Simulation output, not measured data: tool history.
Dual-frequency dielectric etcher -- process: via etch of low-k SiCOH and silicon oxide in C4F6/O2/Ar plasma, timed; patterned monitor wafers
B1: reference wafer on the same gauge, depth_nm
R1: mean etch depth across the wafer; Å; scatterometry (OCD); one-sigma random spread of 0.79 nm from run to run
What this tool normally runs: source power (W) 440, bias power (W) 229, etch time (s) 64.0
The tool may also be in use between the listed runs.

{"run": 1, "hour": 0.0, "source power (W)": 440, "bias power (W)": 229, "etch time (s)": 64.0, "B1": 182.4, "R1": 1931}
{"hour": 18.4, "done": "gauge calibrated"}
{"run": 2, "hour": 27.8, "source power (W)": 440, "bias power (W)": 184, "etch time (s)": 64.0, "B1": 182.1, "R1": 1825}
{"run": 3, "hour": 63.9, "source power (W)": 440, "bias power (W)": 229, "etch time (s)": 64.0, "B1": 181.9, "R1": 1939}
{"run": 4, "hour": 126.2, "source power (W)": 440, "bias power (W)": 229, "etch time (s)": 64.0, "B1": 182.0, "R1": 1930}
{"run": 5, "hour": 191.8, "source power (W)": 440, "bias power (W)": 229, "etch time (s)": 64.0, "B1": 181.7, "R1": 1912}
{"run": 6, "hour": 257.6, "source power (W)": 440, "bias power (W)": 229, "etch time (s)": 64.0, "B1": 182.1, "R1": 1912}
{"run": 7, "hour": 281.9, "source power (W)": 440, "bias power (W)": 229, "etch time (s)": 64.0, "B1": 181.8, "R1": 1889}
{"run": 8, "hour": 325.3, "source power (W)": 440, "bias power (W)": 229, "etch time (s)": 64.0, "B1": 182.0, "R1": 1903}
{"hour": 363.4, "done": "wet clean of the chamber, repeated, since the last time left the tool worse"}
{"run": 9, "hour": 369.9, "source power (W)": 440, "bias power (W)": 229, "etch time (s)": 64.0, "B1": 182.4, "R1": 2030}
{"hour": 392.3, "done": "source power generator calibrated"}
{"run": 10, "hour": 421.7, "source power (W)": 420, "bias power (W)": 229, "etch time (s)": 64.0, "B1": 182.0, "R1": 1999}
{"run": 11, "hour": 461.7, "source power (W)": 440, "bias power (W)": 229, "etch time (s)": 64.0, "B1": 181.7, "R1": 2029}
{"run": 12, "hour": 487.8, "source power (W)": 440, "bias power (W)": 229, "etch time (s)": 64.0, "B1": 182.0, "R1": 2005}
{"run": 13, "hour": 552.7, "source power (W)": 530, "bias power (W)": 264, "etch time (s)": 52.5, "B1": 182.0, "R1": 1819}
{"run": 14, "hour": 617.1, "source power (W)": 440, "bias power (W)": 183, "etch time (s)": 46.5, "B1": 182.1, "R1": 1376}
{"run": 15, "hour": 682.6, "source power (W)": 330, "bias power (W)": 207, "etch time (s)": 47.0, "B1": 182.3, "R1": 1295}
{"hour": 730.8, "done": "wet clean of the chamber"}
{"run": 16, "hour": 735.7, "source power (W)": 490, "bias power (W)": 229, "etch time (s)": 58.5, "B1": 181.8, "R1": 1937}
{"run": 17, "hour": 798.6, "source power (W)": 370, "bias power (W)": 214, "etch time (s)": 73.5, "B1": 182.0, "R1": 2155}
{"hour": 853.9, "done": "bias power generator calibrated"}
{"run": 18, "hour": 870.1, "source power (W)": 440, "bias power (W)": 229, "etch time (s)": 64.0, "B1": 181.9, "R1": 2010}
{"run": 19, "hour": 930.7, "source power (W)": 410, "bias power (W)": 173, "etch time (s)": 47.0, "B1": 182.2, "R1": 1341}
{"hour": 967.3, "done": "upper electrode replaced"}
{"run": 20, "hour": 967.8, "source power (W)": 440, "bias power (W)": 229, "etch time (s)": 64.0, "B1": 182.2, "R1": 1995}
{"run": 21, "hour": 988.8, "source power (W)": 440, "bias power (W)": 256, "etch time (s)": 64.0, "B1": 181.9, "R1": 2053}
{"hour": 1083.3, "done": "gauge calibrated"}
{"hour": 1193.8, "done": "wet clean of the chamber"}
{"run": 22, "hour": 1194.3, "source power (W)": 440, "bias power (W)": 273, "etch time (s)": 64.0, "B1": 182.1, "R1": 2138}
{"run": 23, "hour": 1233.8, "source power (W)": 490, "bias power (W)": 255, "etch time (s)": 77.0, "B1": 182.1, "R1": 2603}
{"run": 24, "hour": 1292.5, "source power (W)": 370, "bias power (W)": 183, "etch time (s)": 52.5, "B1": 181.9, "R1": 1487}
{"run": 25, "hour": 1327.4, "source power (W)": 370, "bias power (W)": 214, "etch time (s)": 73.5, "B1": 182.2, "R1": 2139}
{"run": 26, "hour": 1386.1, "source power (W)": 380, "bias power (W)": 276, "etch time (s)": 55.0, "B1": 182.0, "R1": 1740}
{"run": 27, "hour": 1425.5, "source power (W)": 390, "bias power (W)": 200, "etch time (s)": 46.0, "B1": 182.1, "R1": 1345}
{"run": 28, "hour": 1475.8, "source power (W)": 350, "bias power (W)": 229, "etch time (s)": 64.0, "B1": 181.9, "R1": 1868}

Consider 5 possible next runs. They are alternatives, not a sequence: every one starts from the tool as it was left by run 28. What does each give?
{"run": "A", "hour": 1476.2, "source power (W)": 440, "bias power (W)": 229, "etch time (s)": 75.0, "B1": "?", "R1": "?"}
{"run": "B", "hour": 1476.2, "source power (W)": 470, "bias power (W)": 229, "etch time (s)": 64.0, "B1": "?", "R1": "?"}
{"run": "C", "hour": 1476.2, "source power (W)": 360, "bias power (W)": 175, "etch time (s)": 64.0, "B1": "?", "R1": "?"}
{"run": "D", "hour": 1476.2, "source power (W)": 530, "bias power (W)": 229, "etch time (s)": 64.0, "B1": "?", "R1": "?"}
{"run": "E", "hour": 1476.2, "source power (W)": 490, "bias power (W)": 272, "etch time (s)": 54.0, "B1": "?", "R1": "?"}

run=A B1=182.2 R1=2330
run=B B1=182.2 R1=2033
run=C B1=182.2 R1=1744
run=D B1=182.2 R1=2117
run=E B1=182.2 R1=1818
What these runs would have given with no unlogged condition in the tool:
run=A R1=2367
run=B R1=2065
run=C R1=1772
run=D R1=2151
run=E R1=1847

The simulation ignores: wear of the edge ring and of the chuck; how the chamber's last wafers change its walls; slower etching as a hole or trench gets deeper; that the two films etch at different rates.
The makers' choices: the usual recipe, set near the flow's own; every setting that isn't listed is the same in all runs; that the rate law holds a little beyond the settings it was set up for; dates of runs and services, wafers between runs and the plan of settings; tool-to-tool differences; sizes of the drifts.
